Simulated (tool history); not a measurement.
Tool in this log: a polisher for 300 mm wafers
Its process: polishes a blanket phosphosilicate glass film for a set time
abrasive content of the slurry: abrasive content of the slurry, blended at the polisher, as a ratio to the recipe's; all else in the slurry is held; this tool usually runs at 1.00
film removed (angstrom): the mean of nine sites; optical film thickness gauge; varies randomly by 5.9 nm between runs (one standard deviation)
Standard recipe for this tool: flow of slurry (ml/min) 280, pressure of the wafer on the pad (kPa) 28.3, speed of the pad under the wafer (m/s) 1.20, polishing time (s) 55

run   hour  flow of slurry (ml/min)  pressure of the wafer on the pad (kPa)  speed of the pad under the wafer (m/s)  abrasive content of the slurry  polishing time (s)  wafers since the last listed run  wafers polished on this pad  hours since the slurry nozzle was cleaned  hours since the head pressure was calibrated  hours since the slurry blender was calibrated  hours since the conditioning disc was replaced  incoming thickness of the incoming film, nm  film removed (angstrom)
  1    0.0                      280                                    28.3                                    1.20                            1.00                  55                                 0                          804                                      143.2                                         184.8                                           59.0                                           124.6                                       1977.2                     8394
      10.4  -- worn pad replaced by a new one
  2   22.8                      280                                    28.3                                    1.20                            1.00                  55                               140                           92                                      166.0                                         207.6                                           81.8                                           147.4                                       2026.1                     8587
      52.7  -- slurry blender recalibrated
  3   53.9                      220                                    28.3                                    1.20                            1.00                  55                               216                          309                                      197.1                                         238.7                                            1.2                                           178.5                                       2032.4                     8326
  4   69.9                      220                                    28.3                                    1.20                            1.00                  55                               119                          428                                      213.1                                         254.7                                           17.2                                           194.5                                       1998.9                     8353
  5   94.1                      220                                    28.3                                    1.20                            1.00                  55                               180                          608                                      237.3                                         278.9                                           41.4                                           218.7                                       2012.8                     8189
  6  119.4                      280                                    28.3                                    1.20                            1.00                  55                               188                          797                                      262.6                                         304.2                                           66.7                                           244.0                                       1988.0                     8376
     145.5  -- worn pad replaced by a new one
  7  154.6                      280                                    28.3                                    1.20                            1.00                  55                               232                           67                                      297.8                                         339.4                                          101.9                                           279.2                                       2013.4                     7717
     160.6  -- slurry blender recalibrated
  8  169.2                      280                                    28.3                                    1.20                            1.00                  55                                93                          161                                      312.4                                         354.0                                            8.6                                           293.8                                       1946.2                     7913
     192.0  -- slurry nozzle cleaned
  9  195.7                      280                                    28.3                                    1.20                            1.00                  55                               189                          351                                        3.7                                         380.5                                           35.1                                           320.3                                       1986.5                     7669
     273.1  -- conditioning disc replaced and pad reconditioned
     282.1  -- head pressure recalibrated
     282.7  -- slurry blender recalibrated
     285.3  -- worn pad replaced by a new one, repeated, since the last time left the tool worse
 10  289.7                      280                                    28.3                                    1.20                            1.00                  55                               646                           32                                       97.7                                           7.6                                            7.0                                            16.6                                       2015.7                     8704
 11  306.0                      280                                    28.3                                    0.92                            0.85                  55                               121                          154                                      114.0                                          23.9                                           23.3                                            32.9                                       2030.3                     6348
 12  324.4                      280                                    28.3                                    0.88                            1.00                  71                               137                          291                                      132.4                                          42.3                                           41.7                                            51.3                                       2035.2                     8490
     412.7  -- slurry blender recalibrated
     418.3  -- worn pad replaced by a new one
 13  432.2                      280                                    22.8                                    1.36                            1.15                  55                               758                          103                                      240.2                                         150.1                                           19.5                                           159.1                                       1981.5                     8393
 14  447.3                      280                                    28.3                                    1.58                            1.00                  55                               112                          215                                      255.3                                         165.2                                           34.6                                           174.2                                       1981.2                    10640
 15  471.4                      280                                    28.3                                    1.60                            1.00                  39                               179                          395                                      279.4                                         189.3                                           58.7                                           198.3                                       1971.1                     7657
 16  504.3                      280                                    28.3                                    1.20                            1.25                  38                               245                          640                                      312.3                                         222.2                                           91.6                                           231.2                                       1972.0                     6491
     515.1  -- slurry nozzle cleaned
 17  539.2                      280                                    28.3                                    1.20                            1.00                  55                               252                          892                                       24.1                                         257.1                                          126.5                                           266.1                                       2002.2                     8106
     548.3  -- slurry blender recalibrated
     553.9  -- worn pad replaced by a new one
 18  560.8                      280                                    28.3                                    1.20                            1.15                  55                               116                           51                                       45.7                                         278.7                                           12.5                                           287.7                                       1961.2                     9294
 19  573.7                      240                                    28.3                                    0.84                            1.20                  55                                96                          147                                       58.6                                         291.6                                           25.4                                           300.6                                       2001.8                     6971
 20  600.4                      280                                    28.3                                    1.20                            1.00                  55                               198                          346                                       85.3                                         318.3                                           52.1                                           327.3                                       1970.8                     8571

Alternative continuations, all from the tool just after run 20; predict every row:
  A  600.8                      280                                    28.3                                    1.20                            1.00                  55                                 2                          349                                       85.7                                         318.7                                           52.5                                           327.7                                       1991.4                        ?
  B  600.8                      225                                    28.3                                    1.20                            1.00                  39                                 2                          349                                       85.7                                         318.7                                           52.5                                           327.7                                       1991.4                        ?
  C  600.8                      280                                    22.1                                    1.52                            1.00                  55                                 2                          349                                       85.7                                         318.7                                           52.5                                           327.7                                       1991.4                        ?
  D  600.8                      215                                    24.8                                    0.96                            1.10                  55                                 2                          349                                       85.7                                         318.7                                           52.5                                           327.7                                       1991.4                        ?

run  film removed (angstrom)
  A                     8431
  B                     5825
  C                     8100
  D                     6373
What these runs would have given with no unlogged condition in the tool:
run  film removed (angstrom)
  A                     8547
  B                     5905
  C                     8211
  D                     6461
